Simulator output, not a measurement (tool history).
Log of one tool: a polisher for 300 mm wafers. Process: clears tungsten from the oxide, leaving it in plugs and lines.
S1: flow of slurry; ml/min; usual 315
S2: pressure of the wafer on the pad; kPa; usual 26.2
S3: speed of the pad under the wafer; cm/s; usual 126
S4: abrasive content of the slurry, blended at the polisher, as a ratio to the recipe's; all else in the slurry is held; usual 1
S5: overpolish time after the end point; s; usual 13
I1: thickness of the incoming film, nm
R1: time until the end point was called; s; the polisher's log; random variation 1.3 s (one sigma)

run,day,S1,S2,S3,S4,S5,I1,R1
1,0,350,26.2,126,1,13,618.9,88.4
2,0.433,255,26.2,138,1,13,632.2,83.5
3,1.042,315,26.2,126,1,13,621.5,88.1
# day 1.371: slurry tank refilled with fresh slurry and peroxide
4,1.683,315,26.2,126,1,13,613.6,88.2
5,1.962,315,26.2,126,1,13,627.1,87.2
6,2.625,315,26.2,126,1,13,619.8,88.6
7,3.083,315,26.2,126,1,13,618.9,90
8,3.408,315,26.2,126,1,13,626,88.5
9,3.733,315,26.2,126,1,13,622.8,93
10,4.442,315,26.2,126,1,13,619.6,90.2
# day 4.975: slurry tank refilled with fresh slurry and peroxide
11,5.075,315,26.2,126,1,13,624,95.4
12,5.371,240,17.2,126,1.1,19,623.3,128.4
13,5.842,255,26.2,138,1,13,629.1,92.3
14,6.104,315,19.3,152,1,13,629.1,102.2
15,6.738,315,26.2,160,0.75,20,622.4,80.8
# day 7.1: slurry nozzle cleaned
# day 7.125: worn pad replaced by a new one
16,7.425,255,26.2,138,1,13,616.5,82.1
# day 7.558: head pressure recalibrated
# day 7.717: slurry blender recalibrated
# day 7.833: slurry tank refilled with fresh slurry and peroxide
17,7.883,345,33.8,126,1,13,620.8,73.8
18,8.358,315,21.4,110,1.15,17,623.6,113.8
19,8.608,315,26.2,126,1,20,620.9,88

The next listed run, before its measurement:
20,9.088,315,33.1,126,1.15,16,621,?

R1: 73.5 s
Without the tool's hidden state the same run would have given R1 72 s.
